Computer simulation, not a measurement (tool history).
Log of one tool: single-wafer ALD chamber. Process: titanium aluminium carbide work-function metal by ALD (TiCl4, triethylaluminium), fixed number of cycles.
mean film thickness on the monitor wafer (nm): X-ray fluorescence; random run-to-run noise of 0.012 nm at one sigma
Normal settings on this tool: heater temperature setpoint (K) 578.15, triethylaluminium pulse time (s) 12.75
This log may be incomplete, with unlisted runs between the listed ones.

run,hour,heater temperature setpoint (K),triethylaluminium pulse time (s),"read-back reference wafer on the same gauge, thickness_nm",mean film thickness on the monitor wafer (nm)
1,0,578.15,12.75,2.15,2.156
2,39.4,578.15,12.75,2.151,2.169
3,99.7,578.15,12.75,2.148,2.15
4,165.9,578.15,12.75,2.153,2.158
5,204.5,578.15,12.75,2.15,2.159
6,283.7,578.15,12.75,2.153,2.144
7,329.4,578.15,12.75,2.152,2.142
8,429.2,578.15,12.75,2.149,2.156
9,518.1,570.15,12.75,2.151,2.083
10,625.2,570.15,12.75,2.147,2.077
11,688.2,570.15,12.75,2.151,2.077
12,758.3,578.15,12.75,2.153,2.146
13,824.3,587.15,12.75,2.149,2.235
14,911.9,587.15,12.75,2.148,2.206
15,951.4,578.15,12.75,2.151,2.122
16,1017.6,563.15,17.77,2.152,2.061
# hour 1081.2: showerhead replaced, of another model than before
# hour 1279.3: thermocouple changed; heater temperature recalibrated
17,1337.7,587.15,10.6,2.148,2.049
18,1412.3,589.15,12.75,2.152,2.138
19,1484.8,586.15,15.8,2.149,2.221
20,1527.3,589.15,8.55,2.149,1.807
21,1573.3,578.15,17.35,2.152,2.129
# hour 1660.2: gauge calibrated
# hour 1742.4: triethylaluminium bottle replaced
22,1847,566.15,16.07,2.148,2.066
23,1907.8,566.15,16.07,2.149,2.073
24,1970.3,578.15,16.88,2.15,2.169
25,2056.6,578.15,12.75,2.15,2.139
26,2123.8,566.15,10.71,2.149,1.962
27,2178.1,578.15,12.75,2.151,2.137
28,2321,584.15,12.75,2.151,2.165
29,2369.8,578.15,12.75,2.152,2.105
30,2450.9,570.15,12.75,2.151,2.04

Run 31 comes next. What will it give?
31,2549.2,564.15,8.39,?,?

read-back reference wafer on the same gauge, thickness_nm: 2.148
mean film thickness on the monitor wafer (nm): 1.752
Without the tool's hidden state the same run would have given mean film thickness on the monitor wafer (nm) 1.919.
